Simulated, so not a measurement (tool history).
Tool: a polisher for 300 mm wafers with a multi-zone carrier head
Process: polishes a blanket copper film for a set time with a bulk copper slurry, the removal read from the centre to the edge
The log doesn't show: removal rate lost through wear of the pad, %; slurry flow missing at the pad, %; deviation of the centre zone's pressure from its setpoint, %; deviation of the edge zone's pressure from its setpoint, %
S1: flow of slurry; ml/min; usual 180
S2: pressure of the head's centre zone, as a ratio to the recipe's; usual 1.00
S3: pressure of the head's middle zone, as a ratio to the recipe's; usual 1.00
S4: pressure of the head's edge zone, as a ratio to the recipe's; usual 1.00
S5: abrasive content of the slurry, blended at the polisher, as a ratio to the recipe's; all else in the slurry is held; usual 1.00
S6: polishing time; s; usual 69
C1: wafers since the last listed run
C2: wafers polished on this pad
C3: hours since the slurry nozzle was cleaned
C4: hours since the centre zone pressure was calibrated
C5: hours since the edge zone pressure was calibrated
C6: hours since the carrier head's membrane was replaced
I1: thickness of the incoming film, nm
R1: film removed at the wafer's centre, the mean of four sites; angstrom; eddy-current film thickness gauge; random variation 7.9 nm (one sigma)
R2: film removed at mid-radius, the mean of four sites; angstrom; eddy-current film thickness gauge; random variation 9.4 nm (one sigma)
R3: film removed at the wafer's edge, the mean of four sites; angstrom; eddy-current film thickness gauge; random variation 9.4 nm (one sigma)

run	hour	S1	S2	S3	S4	S5	S6	C1	C2	C3	C4	C5	C6	I1	R1	R2	R3
1	0.0	180	1.00	1.00	1.00	1.00	69	0	22	429.9	25.1	703.1	520.3	2012.0	7776	7717	7990
# hour 48.5: edge zone pressure recalibrated
2	97.4	180	1.00	0.94	1.11	1.00	69	1026	1049	527.3	122.5	48.9	617.7	2003.7	7855	7367	8155
# hour 167.2: slurry nozzle cleaned
3	413.2	180	1.00	1.00	1.00	1.00	69	3386	4435	246.0	438.3	364.7	933.5	2034.0	7688	7587	8075
4	516.1	180	1.00	1.00	1.00	1.00	69	1107	5543	348.9	541.2	467.6	1036.4	2024.3	7650	7625	7884
5	645.9	180	1.00	1.00	1.06	1.00	69	1396	6939	478.7	671.0	597.4	1166.2	2029.4	7619	7811	8084
6	719.7	125	1.06	1.00	1.10	1.00	53	793	7733	552.5	744.8	671.2	1240.0	2019.3	5578	5523	5987
7	763.4	180	1.00	1.00	1.00	1.00	69	470	8203	596.2	788.5	714.9	1283.7	2012.9	7428	7865	7973
# hour 771.7: worn pad replaced by a new one
8	800.1	180	1.00	1.00	1.00	1.00	69	351	305	632.9	825.2	751.6	1320.4	1982.8	7458	7658	7963
# hour 804.4: edge zone pressure recalibrated
9	895.9	180	0.94	1.08	1.00	1.10	69	1009	1314	728.7	921.0	91.5	1416.2	1992.1	7192	8292	8117
10	942.0	180	1.00	1.00	1.00	1.00	92	495	1810	774.8	967.1	137.6	1462.3	2023.1	9892	10354	10578
# hour 947.6: slurry nozzle cleaned
# hour 979.0: centre zone pressure recalibrated
11	981.9	180	0.96	0.93	1.00	0.85	86	396	2207	34.3	2.9	177.5	1502.2	1984.9	9175	9019	9424
# hour 1038.0: carrier head's membrane replaced by a new one
12	1048.4	180	1.00	1.00	1.00	1.00	69	661	2868	100.8	69.4	244.0	10.4	2037.0	7968	7558	7866
13	1126.7	145	1.00	1.00	0.89	1.20	51	842	3711	179.1	147.7	322.3	88.7	2041.0	5857	5681	5723
14	1174.1	180	1.00	1.00	1.03	1.15	69	509	4221	226.5	195.1	369.7	136.1	2043.4	8346	7928	8162
15	1240.1	205	1.00	1.00	1.00	1.00	69	710	4931	292.5	261.1	435.7	202.1	2032.4	8100	7871	7912
16	1333.3	130	1.00	1.00	0.94	0.85	69	1002	5933	385.7	354.3	528.9	295.3	2030.3	6879	6895	6831
17	1391.1	210	1.00	1.03	0.96	1.00	46	621	6555	443.5	412.1	586.7	353.1	2036.4	5414	5293	5359
# hour 1419.5: edge zone pressure recalibrated
# hour 1474.6: worn pad replaced by a new one
18	1495.5	180	1.03	1.00	1.00	1.00	58	1058	225	547.9	516.5	76.0	457.5	2018.1	6705	6527	6682
19	1589.8	180	1.00	1.00	1.05	0.75	69	1014	1239	642.2	610.8	170.3	551.8	1980.5	7197	6978	7418
20	1684.7	135	1.04	0.91	1.00	1.10	69	1020	2260	737.1	705.7	265.2	646.7	2062.5	7627	7095	7861

Measured less the same run without the tool's hidden state. The same run-to-run variation is in both; the gauge's scatter may not be:
run	R1
1	+18
2	+11
3	-87
4	-143
5	-231
6	-212
7	-322
8	-358
9	-443
10	-674
11	+67
12	+57
13	+34
14	+40
15	+21
16	-10
17	-25
18	-78
19	-139
20	-218
R2: within 3 angstrom of the measured result in every run.
R3: 0 in every run.

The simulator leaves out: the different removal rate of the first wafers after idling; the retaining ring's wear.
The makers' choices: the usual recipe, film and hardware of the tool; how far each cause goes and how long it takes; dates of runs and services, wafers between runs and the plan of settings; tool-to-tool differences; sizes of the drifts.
